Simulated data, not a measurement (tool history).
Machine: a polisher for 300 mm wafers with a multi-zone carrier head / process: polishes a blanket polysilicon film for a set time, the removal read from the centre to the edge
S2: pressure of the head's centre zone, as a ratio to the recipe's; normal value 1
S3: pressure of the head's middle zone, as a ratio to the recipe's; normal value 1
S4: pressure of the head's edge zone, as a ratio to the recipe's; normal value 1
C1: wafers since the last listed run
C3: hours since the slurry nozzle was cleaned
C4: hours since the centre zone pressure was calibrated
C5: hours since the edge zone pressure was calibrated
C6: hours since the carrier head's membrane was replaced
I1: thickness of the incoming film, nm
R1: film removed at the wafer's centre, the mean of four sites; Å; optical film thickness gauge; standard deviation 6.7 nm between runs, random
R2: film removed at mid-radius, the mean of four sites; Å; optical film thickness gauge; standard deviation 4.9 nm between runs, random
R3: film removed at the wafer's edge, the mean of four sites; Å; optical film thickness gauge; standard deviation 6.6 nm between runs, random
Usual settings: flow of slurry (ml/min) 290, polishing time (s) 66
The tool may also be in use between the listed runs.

run 1 hour=0 | flow_of_slurry_(ml/min)=290 S2=1 S3=1 S4=1 polishing_time_(s)=60 | C1=0 wafers_polished_on_this_pad=179 C3=35.8 C4=1191.9 C5=472.9 C6=1732.4 | I1=1860.6 | R1=3593 R2=4142 R3=4150
run 2 hour=16.7 | flow_of_slurry_(ml/min)=290 S2=1 S3=1 S4=1 polishing_time_(s)=86 | C1=159 wafers_polished_on_this_pad=338 C3=52.5 C4=1208.6 C5=489.6 C6=1749.1 | I1=1883.6 | R1=5292 R2=5892 R3=5969
run 3 hour=30.2 | flow_of_slurry_(ml/min)=290 S2=1 S3=1 S4=1 polishing_time_(s)=66 | C1=128 wafers_polished_on_this_pad=467 C3=66 C4=1222.1 C5=503.1 C6=1762.6 | I1=1837.7 | R1=4027 R2=4471 R3=4397
run 4 hour=40.8 | flow_of_slurry_(ml/min)=290 S2=1 S3=1 S4=1 polishing_time_(s)=66 | C1=101 wafers_polished_on_this_pad=568 C3=76.6 C4=1232.7 C5=513.7 C6=1773.2 | I1=1844.4 | R1=4198 R2=4515 R3=4582
-- hour=58.6 edge zone pressure recalibrated
run 5 hour=80.8 | flow_of_slurry_(ml/min)=290 S2=1 S3=1 S4=1 polishing_time_(s)=66 | C1=362 wafers_polished_on_this_pad=931 C3=116.6 C4=1272.7 C5=22.2 C6=1813.2 | I1=1827.3 | R1=4072 R2=4494 R3=4512
run 6 hour=90.5 | flow_of_slurry_(ml/min)=290 S2=1 S3=1 S4=1 polishing_time_(s)=66 | C1=92 wafers_polished_on_this_pad=1024 C3=126.3 C4=1282.4 C5=31.9 C6=1822.9 | I1=1855.6 | R1=4000 R2=4574 R3=4523
-- hour=109.9 worn pad replaced by a new one
run 7 hour=110.4 | flow_of_slurry_(ml/min)=230 S2=0.93 S3=1 S4=1 polishing_time_(s)=83 | C1=151 wafers_polished_on_this_pad=4 C3=146.2 C4=1302.3 C5=51.8 C6=1842.8 | I1=1835.3 | R1=4506 R2=5631 R3=5648
run 8 hour=117.6 | flow_of_slurry_(ml/min)=265 S2=1 S3=1 S4=0.92 polishing_time_(s)=66 | C1=68 wafers_polished_on_this_pad=73 C3=153.4 C4=1309.5 C5=59 C6=1850 | I1=1820.1 | R1=3973 R2=4521 R3=4408
-- hour=139.4 centre zone pressure recalibrated
run 9 hour=148.6 | flow_of_slurry_(ml/min)=290 S2=1 S3=0.91 S4=1 polishing_time_(s)=66 | C1=276 wafers_polished_on_this_pad=350 C3=184.4 C4=9.2 C5=90 C6=1881 | I1=1862 | R1=4440 R2=4168 R3=4596
run 10 hour=165.3 | flow_of_slurry_(ml/min)=290 S2=1 S3=1 S4=1 polishing_time_(s)=66 | C1=159 wafers_polished_on_this_pad=509 C3=201.1 C4=25.9 C5=106.7 C6=1897.7 | I1=1864.5 | R1=4483 R2=4507 R3=4503
run 11 hour=181.9 | flow_of_slurry_(ml/min)=290 S2=1 S3=1 S4=1.06 polishing_time_(s)=78 | C1=158 wafers_polished_on_this_pad=668 C3=217.7 C4=42.5 C5=123.3 C6=1914.3 | I1=1853.3 | R1=5230 R2=5275 R3=5480
-- hour=188.3 carrier head's membrane replaced by a new one
run 12 hour=191.4 | flow_of_slurry_(ml/min)=290 S2=1.08 S3=1 S4=1 polishing_time_(s)=66 | C1=42 wafers_polished_on_this_pad=710 C3=227.2 C4=52 C5=132.8 C6=3.1 | I1=1860 | R1=4825 R2=4457 R3=4518
run 13 hour=203.8 | flow_of_slurry_(ml/min)=290 S2=1.05 S3=1.07 S4=1 polishing_time_(s)=66 | C1=118 wafers_polished_on_this_pad=829 C3=239.6 C4=64.4 C5=145.2 C6=15.5 | I1=1844 | R1=4699 R2=4692 R3=4481
run 14 hour=210.8 | flow_of_slurry_(ml/min)=290 S2=1 S3=1 S4=1 polishing_time_(s)=66 | C1=66 wafers_polished_on_this_pad=896 C3=246.6 C4=71.4 C5=152.2 C6=22.5 | I1=1808.9 | R1=4546 R2=4493 R3=4440
run 15 hour=224.1 | flow_of_slurry_(ml/min)=290 S2=1 S3=1 S4=1 polishing_time_(s)=66 | C1=126 wafers_polished_on_this_pad=1023 C3=259.9 C4=84.7 C5=165.5 C6=35.8 | I1=1848.8 | R1=4450 R2=4434 R3=4620
-- hour=233.9 worn pad replaced by a new one
run 16 hour=237.2 | flow_of_slurry_(ml/min)=290 S2=1 S3=1 S4=1.08 polishing_time_(s)=66 | C1=86 wafers_polished_on_this_pad=31 C3=273 C4=97.8 C5=178.6 C6=48.9 | I1=1888.1 | R1=4273 R2=4381 R3=4677
run 17 hour=252.7 | flow_of_slurry_(ml/min)=290 S2=1 S3=1 S4=1 polishing_time_(s)=79 | C1=148 wafers_polished_on_this_pad=179 C3=288.5 C4=113.3 C5=194.1 C6=64.4 | I1=1857.1 | R1=5197 R2=5313 R3=5459
run 18 hour=270.4 | flow_of_slurry_(ml/min)=290 S2=1 S3=1 S4=0.97 polishing_time_(s)=66 | C1=169 wafers_polished_on_this_pad=348 C3=306.2 C4=131 C5=211.8 C6=82.1 | I1=1834.3 | R1=4380 R2=4548 R3=4397
run 19 hour=278.5 | flow_of_slurry_(ml/min)=290 S2=1 S3=1 S4=1 polishing_time_(s)=66 | C1=77 wafers_polished_on_this_pad=425 C3=314.3 C4=139.1 C5=219.9 C6=90.2 | I1=1862.1 | R1=4490 R2=4496 R3=4511
run 20 hour=285.6 | flow_of_slurry_(ml/min)=355 S2=1 S3=1.09 S4=1 polishing_time_(s)=66 | C1=67 wafers_polished_on_this_pad=493 C3=321.4 C4=146.2 C5=227 C6=97.3 | I1=1835.4 | R1=4489 R2=4794 R3=4585
run 21 hour=301.9 | flow_of_slurry_(ml/min)=290 S2=1 S3=0.91 S4=1.09 polishing_time_(s)=66 | C1=155 wafers_polished_on_this_pad=648 C3=337.7 C4=162.5 C5=243.3 C6=113.6 | I1=1876.7 | R1=4431 R2=4110 R3=4576
run 22 hour=318.4 | flow_of_slurry_(ml/min)=290 S2=1.12 S3=1 S4=1.05 polishing_time_(s)=77 | C1=157 wafers_polished_on_this_pad=806 C3=354.2 C4=179 C5=259.8 C6=130.1 | I1=1840.4 | R1=5804 R2=5319 R3=5395
run 23 hour=332.2 | flow_of_slurry_(ml/min)=290 S2=1.12 S3=1 S4=1 polishing_time_(s)=45 | C1=131 wafers_polished_on_this_pad=938 C3=368 C4=192.8 C5=273.6 C6=143.9 | I1=1860.8 | R1=3374 R2=3051 R3=3091

What was the tool's hidden state at every run in the log?
removal rate lost through wear of the pad, %: 0 on each run
slurry flow missing at the pad, %: 0 on each run
deviation of the edge zone's pressure from its setpoint, %: 0 on each run
H1: deviation of the centre zone's pressure from its setpoint, %
run=1 H1=-7.77
run=2 H1=-8.04
run=3 H1=-8.25
run=4 H1=-8.43
run=5 H1=-9.09
run=6 H1=-9.25
run=7 H1=-9.59
run=8 H1=-9.71
run=9 H1=-0.768
run=10 H1=-0.771
run=11 H1=-0.779
run=12 H1=-0.785
run=13 H1=-0.794
run=14 H1=-0.801
run=15 H1=-0.814
run=16 H1=-0.83
run=17 H1=-0.852
run=18 H1=-0.88
run=19 H1=-0.895
run=20 H1=-0.908
run=21 H1=-0.941
run=22 H1=-0.979
run=23 H1=-1.01
